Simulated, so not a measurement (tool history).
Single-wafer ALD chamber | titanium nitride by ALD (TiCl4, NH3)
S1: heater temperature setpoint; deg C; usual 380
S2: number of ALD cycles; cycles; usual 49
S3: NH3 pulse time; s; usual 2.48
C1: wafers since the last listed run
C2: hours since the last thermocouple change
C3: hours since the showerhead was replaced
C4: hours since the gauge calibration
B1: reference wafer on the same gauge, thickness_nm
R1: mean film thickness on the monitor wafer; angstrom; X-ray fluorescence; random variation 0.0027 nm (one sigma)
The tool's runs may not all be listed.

| run | hour | S1 | S2 | S3 | C1 | C2 | C3 | C4 | B1 | R1 |
|---|---|---|---|---|---|---|---|---|---|---|
| 1 | 0.0 | 380 | 49 | 2.48 | 0 | 2136.3 | 4368.7 | 120.3 | 0.905 | 10.77 |
| 2 | 9.8 | 380 | 49 | 2.48 | 47 | 2146.1 | 4378.5 | 130.1 | 0.906 | 10.78 |
| 3 | 18.5 | 380 | 49 | 2.48 | 41 | 2154.8 | 4387.2 | 138.8 | 0.906 | 10.79 |
| 4 | 31.3 | 380 | 49 | 2.48 | 61 | 2167.6 | 4400.0 | 151.6 | 0.906 | 10.79 |
| 5 | 44.9 | 389 | 49 | 2.48 | 65 | 2181.2 | 4413.6 | 165.2 | 0.907 | 10.87 |
| 6 | 52.6 | 389 | 49 | 2.48 | 37 | 2188.9 | 4421.3 | 172.9 | 0.907 | 10.86 |
| 7 | 69.0 | 380 | 49 | 2.48 | 78 | 2205.3 | 4437.7 | 189.3 | 0.907 | 10.81 |
| 8 | 87.0 | 380 | 49 | 2.48 | 86 | 2223.3 | 4455.7 | 207.3 | 0.908 | 10.80 |
| 9 | 100.7 | 380 | 49 | 2.48 | 65 | 2237.0 | 4469.4 | 221.0 | 0.909 | 10.80 |
|  | 110.4 | showerhead replaced |
| 10 | 112.7 | 380 | 49 | 2.48 | 19 | 2249.0 | 2.3 | 233.0 | 0.909 | 10.86 |
| 11 | 125.6 | 380 | 49 | 2.48 | 62 | 2261.9 | 15.2 | 245.9 | 0.909 | 10.78 |
| 12 | 133.5 | 380 | 49 | 2.48 | 37 | 2269.8 | 23.1 | 253.8 | 0.910 | 10.82 |

The next listed run, before its measurement:
| 13 | 146.0 | 380 | 49 | 2.48 | 60 | 2282.3 | 35.6 | 266.3 | ? | ? |

Run 13 gave B1 0.911, R1 10.82 angstrom.
Without the tool's hidden state the same run would have given R1 10.70 angstrom.
